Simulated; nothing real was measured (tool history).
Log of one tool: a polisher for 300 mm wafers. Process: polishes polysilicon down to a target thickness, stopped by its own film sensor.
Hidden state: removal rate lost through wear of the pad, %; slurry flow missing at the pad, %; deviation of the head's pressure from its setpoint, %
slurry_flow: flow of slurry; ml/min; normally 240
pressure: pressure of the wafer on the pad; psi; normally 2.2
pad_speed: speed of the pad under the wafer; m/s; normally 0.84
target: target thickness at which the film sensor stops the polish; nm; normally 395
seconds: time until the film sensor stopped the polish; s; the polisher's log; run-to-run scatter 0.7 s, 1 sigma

run,hour,slurry_flow,pressure,pad_speed,target,wafers since the last listed run,wafers polished on this pad,hours since the slurry nozzle was cleaned,hours since the head pressure was calibrated,"incoming thickness of the incoming film, nm",seconds
1,0.0,240,2.2,0.84,395,0,1899,497.4,173.9,710.8,64.1
2,103.4,265,2.6,0.84,395,1612,3512,600.8,277.3,719.6,59.1
# hour 170.1: slurry nozzle cleaned
3,338.6,265,2.6,0.84,395,3653,7165,168.5,512.5,719.1,55.7
4,411.2,240,2.2,0.84,395,1132,8297,241.1,585.1,723.1,65.0
# hour 567.1: head pressure recalibrated
5,692.8,240,2.2,0.84,395,4361,12659,522.7,125.7,717.1,68.1
# hour 699.3: worn pad replaced by a new one
6,746.1,240,2.2,0.84,395,769,730,576.0,179.0,723.6,69.8
7,813.9,240,2.4,0.76,395,1057,1787,643.8,246.8,718.6,67.4
# hour 912.7: slurry nozzle cleaned
8,914.1,240,2.2,0.84,395,1547,3335,1.4,347.0,707.8,58.5
9,1019.3,200,2.2,0.84,395,1640,4976,106.6,452.2,716.6,64.0
10,1075.3,240,2.2,0.84,395,873,5849,162.6,508.2,725.3,64.2
11,1126.8,240,2.2,0.84,395,803,6653,214.1,559.7,722.5,64.8
# hour 1317.2: head pressure recalibrated
12,1354.8,240,2.2,0.84,395,3525,10178,442.1,37.6,721.8,64.5
13,1433.1,240,2.2,0.84,395,1221,11399,520.4,115.9,719.9,67.7
# hour 1482.1: worn pad replaced by a new one
14,1737.3,240,2.2,0.84,395,4682,3981,824.6,420.1,711.0,64.4
# hour 1746.0: slurry nozzle cleaned
15,1789.2,240,2.2,0.84,395,793,4775,43.2,472.0,717.3,62.6
16,1887.0,240,2.2,0.74,330,1525,6300,141.0,569.8,724.1,83.4
17,1951.5,160,2.9,0.56,295,1006,7307,205.5,634.3,721.0,94.8
# hour 1978.3: head pressure recalibrated
18,2054.9,240,2.2,0.84,395,1581,8888,308.9,76.6,735.5,69.5
19,2132.6,240,2.2,0.84,395,1212,10100,386.6,154.3,728.8,68.3
# hour 2300.2: worn pad replaced by a new one
20,2434.3,240,2.2,0.60,395,4643,2091,688.3,456.0,731.1,83.6
21,2515.5,300,2.5,0.68,294,1266,3358,769.5,537.2,728.6,88.3
# hour 2529.1: slurry nozzle cleaned
22,2617.2,240,2.2,0.84,430,1570,4929,88.1,638.9,718.4,55.3
23,2709.0,290,2.7,0.84,395,1431,6361,179.9,730.7,722.1,53.7
24,2800.7,240,2.2,0.84,448,1430,7791,271.6,822.4,722.5,55.3
# hour 2821.6: head pressure recalibrated
25,2880.1,240,2.2,0.94,434,1207,8998,351.0,58.5,716.8,54.0
# hour 2997.6: worn pad replaced by a new one
26,3094.4,240,2.2,1.10,395,3280,1510,565.3,272.8,715.7,55.1
# hour 3325.1: slurry nozzle cleaned
27,3351.8,240,2.2,1.12,359,3999,5509,26.7,530.2,716.2,56.3
# hour 3510.3: head pressure recalibrated
28,3610.5,240,1.4,0.94,470,4004,9514,285.4,100.2,726.7,63.2
29,3713.5,240,2.2,0.84,395,1606,11120,388.4,203.2,720.5,65.4

What was the tool's hidden state at every run in the log?
removal rate lost through wear of the pad, %: 0 at every run
deviation of the head's pressure from its setpoint, %: 0 at every run
H1: slurry flow missing at the pad, %
run,H1
1,39.7
2,41.6
3,28.4
4,33.8
5,44.6
6,45.6
7,46.6
8,2.67
9,17.2
10,22.7
11,26.8
12,37.5
13,39.4
14,43
15,11.3
16,22.8
17,28.3
18,34.5
19,37.8
20,44
21,44.7
22,14.4
23,23.5
24,29.8
25,33.7
26,39.6
27,8.05
28,32.6
29,37.1
